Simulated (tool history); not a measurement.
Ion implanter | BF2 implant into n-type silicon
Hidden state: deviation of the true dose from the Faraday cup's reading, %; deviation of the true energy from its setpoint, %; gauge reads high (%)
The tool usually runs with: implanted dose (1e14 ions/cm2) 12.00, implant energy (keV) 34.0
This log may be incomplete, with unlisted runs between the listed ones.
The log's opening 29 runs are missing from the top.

run    hour  implanted dose (1e14 ions/cm2)  implant energy (keV)  wafers since the last listed run  hours since the last dose calibration  hours since the extraction supply was calibrated  hours since the gauge calibration  read-back reference wafer on the same gauge, sheet resistance  sheet resistance of the implanted and annealed layer (ohm/square)
 30  1611.4                           12.00                  40.0                               691                                  144.8                                             266.2                             1130.3                                                         184.05                                                             156.51
 31  1659.4                           13.94                  38.5                               732                                  192.8                                             314.2                             1178.3                                                         183.92                                                             153.90
 32  1698.7                           13.87                  26.5                               599                                  232.1                                             353.5                             1217.6                                                         183.96                                                             192.04
 33  1749.2                           14.98                  44.5                               770                                  282.6                                             404.0                             1268.1                                                         183.99                                                             139.95
 34  1780.3                           12.00                  34.0                               474                                  313.7                                             435.1                             1299.2                                                         184.04                                                             170.10
 35  1847.4                            9.47                  34.0                              1023                                  380.8                                             502.2                             1366.3                                                         183.96                                                             181.85
 36  1898.3                           12.00                  34.0                               776                                  431.7                                             553.1                             1417.2                                                         183.92                                                             170.78
 37  1941.6                           12.00                  22.5                               660                                  475.0                                             596.4                             1460.5                                                         184.04                                                             216.63

Each row is a separate what-if for the run after 37, all from the same tool condition, not one after another. Results?
  A  1942.0                           12.00                  34.0                                 6                                  475.4                                             596.8                             1460.9                                                              ?                                                                  ?
  B  1942.0                            9.63                  42.5                                 6                                  475.4                                             596.8                             1460.9                                                              ?                                                                  ?
  C  1942.0                           10.29                  24.5                                 6                                  475.4                                             596.8                             1460.9                                                              ?                                                                  ?
  D  1942.0                           15.36                  24.5                                 6                                  475.4                                             596.8                             1460.9                                                              ?                                                                  ?

run  read-back reference wafer on the same gauge, sheet resistance  sheet resistance of the implanted and annealed layer (ohm/square)
  A                                                         184.00                                                             170.50
  B                                                         184.00                                                             163.61
  C                                                         184.00                                                             211.66
  D                                                         184.00                                                             198.26
Stripped of hidden state, with their random variation kept, the same runs would have yielded:
run  sheet resistance of the implanted and annealed layer (ohm/square)
  A                                                             170.08
  B                                                             163.31
  C                                                             211.12
  D                                                             197.73
